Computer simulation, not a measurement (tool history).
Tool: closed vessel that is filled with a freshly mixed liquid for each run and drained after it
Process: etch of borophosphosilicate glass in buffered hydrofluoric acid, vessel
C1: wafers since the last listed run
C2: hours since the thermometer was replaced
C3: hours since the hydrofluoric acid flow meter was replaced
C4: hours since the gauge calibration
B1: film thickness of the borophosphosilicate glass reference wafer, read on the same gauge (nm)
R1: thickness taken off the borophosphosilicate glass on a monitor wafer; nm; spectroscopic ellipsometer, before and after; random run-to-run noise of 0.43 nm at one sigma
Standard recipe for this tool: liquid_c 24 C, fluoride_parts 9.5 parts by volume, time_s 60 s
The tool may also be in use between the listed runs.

Run 1, hour 0: usual settings but time_s 45 s; C1 0; C2 1435.2; C3 841.4; C4 957.4; B1 69.98. Result: R1 88.65 nm.
Run 2, hour 57.9: usual settings but time_s 45 s; C1 3892; C2 1493.1; C3 899.3; C4 1015.3; B1 69.99. Result: R1 88.82 nm.
Run 3, hour 105.6: usual settings; C1 3206; C2 1540.8; C3 947; C4 1063; B1 70. Result: R1 118.24 nm.
Run 4, hour 212.4: usual settings; C1 7180; C2 1647.6; C3 1053.8; C4 1169.8; B1 70. Result: R1 118.94 nm.
Run 5, hour 267.4: usual settings; C1 3697; C2 1702.6; C3 1108.8; C4 1224.8; B1 70.02. Result: R1 118.51 nm.
Run 6, hour 372.4: usual settings; C1 7059; C2 1807.6; C3 1213.8; C4 1329.8; B1 70.01. Result: R1 118.18 nm.
Run 7, hour 410.5: usual settings; C1 2561; C2 1845.7; C3 1251.9; C4 1367.9; B1 69.98. Result: R1 118.31 nm.
Run 8, hour 505.8: usual settings but fluoride_parts 7 parts by volume; C1 6407; C2 1941; C3 1347.2; C4 1463.2; B1 70.01. Result: R1 159.95 nm.
Run 9, hour 599.9: usual settings but fluoride_parts 7 parts by volume; C1 6326; C2 2035.1; C3 1441.3; C4 1557.3; B1 69.99. Result: R1 161.43 nm.
At hour 653.6: hydrofluoric acid flow meter replaced.
Run 10, hour 668.6: usual settings but fluoride_parts 10.5 parts by volume, time_s 75 s; C1 4551; C2 2103.8; C3 15; C4 1626; B1 69.99. Result: R1 137.14 nm.
Run 11, hour 731.3: usual settings; C1 4215; C2 2166.5; C3 77.7; C4 1688.7; B1 69.97. Result: R1 118.35 nm.
Run 12, hour 767.4: usual settings; C1 2427; C2 2202.6; C3 113.8; C4 1724.8; B1 70.01. Result: R1 118.96 nm.
Run 13, hour 847.8: usual settings; C1 5405; C2 2283; C3 194.2; C4 1805.2; B1 70.01. Result: R1 117.61 nm.
Run 14, hour 946.3: usual settings; C1 6622; C2 2381.5; C3 292.7; C4 1903.7; B1 69.99. Result: R1 118.55 nm.
Run 15, hour 996.8: usual settings; C1 3395; C2 2432; C3 343.2; C4 1954.2; B1 70.02. Result: R1 118.56 nm.
Run 16, hour 1047.2: usual settings but fluoride_parts 11 parts by volume; C1 3388; C2 2482.4; C3 393.6; C4 2004.6; B1 70.01. Result: R1 104.1 nm.
At hour 1130.7: thermometer replaced.
Run 17, hour 1135.5: usual settings but liquid_c 22 C, fluoride_parts 13 parts by volume, time_s 30 s; C1 5869; C2 4.8; C3 481.9; C4 2092.9; B1 70.01. Result: R1 39.74 nm.
Run 18, hour 1237.5: usual settings but fluoride_parts 12 parts by volume; C1 6857; C2 106.8; C3 583.9; C4 2194.9; B1 70. Result: R1 95.14 nm.
Run 19, hour 1306.3: usual settings but liquid_c 29 C, fluoride_parts 10.5 parts by volume, time_s 45 s; C1 4625; C2 175.6; C3 652.7; C4 2263.7; B1 69.97. Result: R1 106.62 nm.
Run 20, hour 1366.9: usual settings; C1 4074; C2 236.2; C3 713.3; C4 2324.3; B1 70.01. Result: R1 118.25 nm.
Run 21, hour 1414.3: usual settings but liquid_c 19 C, time_s 40 s; C1 3186; C2 283.6; C3 760.7; C4 2371.7; B1 69.98. Result: R1 59.99 nm.
At hour 1472: gauge calibrated.
Run 22, hour 1475.1: usual settings; C1 4087; C2 344.4; C3 821.5; C4 3.1; B1 70.01. Result: R1 118.97 nm.
Run 23, hour 1633.4: usual settings but liquid_c 22 C, fluoride_parts 12 parts by volume, time_s 30 s; C1 10642; C2 502.7; C3 979.8; C4 161.4; B1 70. Result: R1 43.35 nm.
Run 24, hour 1691.5: usual settings but liquid_c 25.5 C, fluoride_parts 12 parts by volume; C1 3906; C2 560.8; C3 1037.9; C4 219.5; B1 69.98. Result: R1 104.31 nm.
Run 25, hour 1750: usual settings; C1 3933; C2 619.3; C3 1096.4; C4 278; B1 70.03. Result: R1 118.94 nm.
Run 26, hour 1846.2: usual settings but fluoride_parts 6 parts by volume, time_s 35 s; C1 6467; C2 715.5; C3 1192.6; C4 374.2; B1 69.99. Result: R1 107.79 nm.
Run 27, hour 1930.1: usual settings but liquid_c 19 C, fluoride_parts 7.5 parts by volume; C1 5640; C2 799.4; C3 1276.5; C4 458.1; B1 69.99. Result: R1 114.31 nm.
Run 28, hour 1995.4: usual settings; C1 4390; C2 864.7; C3 1341.8; C4 523.4; B1 70.02. Result: R1 118.25 nm.
At hour 2048.1: hydrofluoric acid flow meter replaced.
Run 29, hour 2078: usual settings but time_s 45 s; C1 5486; C2 947.3; C3 29.9; C4 606; B1 69.97. Result: R1 88.64 nm.
Run 30, hour 2133.3: usual settings but fluoride_parts 12 parts by volume, time_s 30 s; C1 3717; C2 1002.6; C3 85.2; C4 661.3; B1 70.01. Result: R1 48.06 nm.
Run 31, hour 2176.9: usual settings but time_s 35 s; C1 2931; C2 1046.2; C3 128.8; C4 704.9; B1 69.98. Result: R1 69.09 nm.
Run 32, hour 2283.8: usual settings; C1 7187; C2 1153.1; C3 235.7; C4 811.8; B1 70.01. Result: R1 117.3 nm.

3 ways to go on from here, each from the tool as it stands after run 32. What would each give?
Run A, hour 2284.5: usual settings; C1 47; C2 1153.8; C3 236.4; C4 812.5; B1 ?. Result: R1 ?.
Run B, hour 2284.5: usual settings but liquid_c 28.5 C, fluoride_parts 6.5 parts by volume, time_s 75 s; C1 47; C2 1153.8; C3 236.4; C4 812.5; B1 ?. Result: R1 ?.
Run C, hour 2284.5: usual settings but liquid_c 22.5 C, fluoride_parts 12 parts by volume, time_s 80 s; C1 47; C2 1153.8; C3 236.4; C4 812.5; B1 ?. Result: R1 ?.

run     B1      R1
  A  69.98  118.53
  B  69.98  273.56
  C  69.98  117.89
Without the tool's unlogged condition, the same runs would have read:
run      R1
  A  118.53
  B  273.56
  C  117.89
